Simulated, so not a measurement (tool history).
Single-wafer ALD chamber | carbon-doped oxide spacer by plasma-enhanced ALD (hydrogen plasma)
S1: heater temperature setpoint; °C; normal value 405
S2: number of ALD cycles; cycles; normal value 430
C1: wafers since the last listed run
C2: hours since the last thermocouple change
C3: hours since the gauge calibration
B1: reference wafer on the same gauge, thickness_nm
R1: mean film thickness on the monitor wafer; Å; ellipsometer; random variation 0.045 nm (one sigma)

run 1 hour=0.0 | S1=405 S2=489 | C1=0 C2=630.1 C3=5.2 | B1=18.891 | R1=234.74
run 2 hour=71.8 | S1=405 S2=489 | C1=59 C2=701.9 C3=77.0 | B1=18.919 | R1=233.92
run 3 hour=164.9 | S1=405 S2=489 | C1=77 C2=795.0 C3=170.1 | B1=18.929 | R1=234.86
run 4 hour=242.8 | S1=405 S2=430 | C1=64 C2=872.9 C3=248.0 | B1=18.968 | R1=206.47
run 5 hour=282.9 | S1=405 S2=430 | C1=33 C2=913.0 C3=288.1 | B1=18.982 | R1=207.07
run 6 hour=333.2 | S1=405 S2=430 | C1=41 C2=963.3 C3=338.4 | B1=18.998 | R1=207.03
run 7 hour=419.7 | S1=399 S2=430 | C1=71 C2=1049.8 C3=424.9 | B1=19.025 | R1=210.29
run 8 hour=517.6 | S1=399 S2=430 | C1=81 C2=1147.7 C3=522.8 | B1=19.050 | R1=211.04
run 9 hour=566.9 | S1=399 S2=430 | C1=40 C2=1197.0 C3=572.1 | B1=19.071 | R1=211.12
run 10 hour=605.2 | S1=412 S2=483 | C1=31 C2=1235.3 C3=610.4 | B1=19.074 | R1=228.46
run 11 hour=671.2 | S1=405 S2=430 | C1=54 C2=1301.3 C3=676.4 | B1=19.102 | R1=208.53
run 12 hour=802.3 | S1=405 S2=430 | C1=108 C2=1432.4 C3=807.5 | B1=19.131 | R1=208.34
-- hour=816.8 gauge calibrated
run 13 hour=903.6 | S1=415 S2=359 | C1=83 C2=1533.7 C3=86.8 | B1=18.866 | R1=166.78
-- hour=921.0 thermocouple changed; heater temperature recalibrated
run 14 hour=974.2 | S1=405 S2=430 | C1=51 C2=53.2 C3=157.4 | B1=18.885 | R1=206.71
run 15 hour=1029.4 | S1=414 S2=430 | C1=45 C2=108.4 C3=212.6 | B1=18.919 | R1=200.74
run 16 hour=1065.7 | S1=396 S2=430 | C1=30 C2=144.7 C3=248.9 | B1=18.910 | R1=209.52
run 17 hour=1162.6 | S1=413 S2=453 | C1=80 C2=241.6 C3=345.8 | B1=18.964 | R1=212.21
run 18 hour=1235.2 | S1=400 S2=471 | C1=60 C2=314.2 C3=418.4 | B1=18.952 | R1=230.33

Each row is a separate what-if for the run after 18, all from the same tool condition, not one after another. Results?
run A hour=1236.3 | S1=405 S2=430 | C1=0 C2=315.3 C3=419.5 | B1=? | R1=?
run B hour=1236.3 | S1=410 S2=463 | C1=0 C2=315.3 C3=419.5 | B1=? | R1=?
run C hour=1236.3 | S1=405 S2=380 | C1=0 C2=315.3 C3=419.5 | B1=? | R1=?

run=A B1=18.959 R1=206.33
run=B B1=18.959 R1=219.18
run=C B1=18.959 R1=182.33
Without the tool's unlogged condition, the same runs would have read:
run=A R1=205.58
run=B R1=218.39
run=C R1=181.68

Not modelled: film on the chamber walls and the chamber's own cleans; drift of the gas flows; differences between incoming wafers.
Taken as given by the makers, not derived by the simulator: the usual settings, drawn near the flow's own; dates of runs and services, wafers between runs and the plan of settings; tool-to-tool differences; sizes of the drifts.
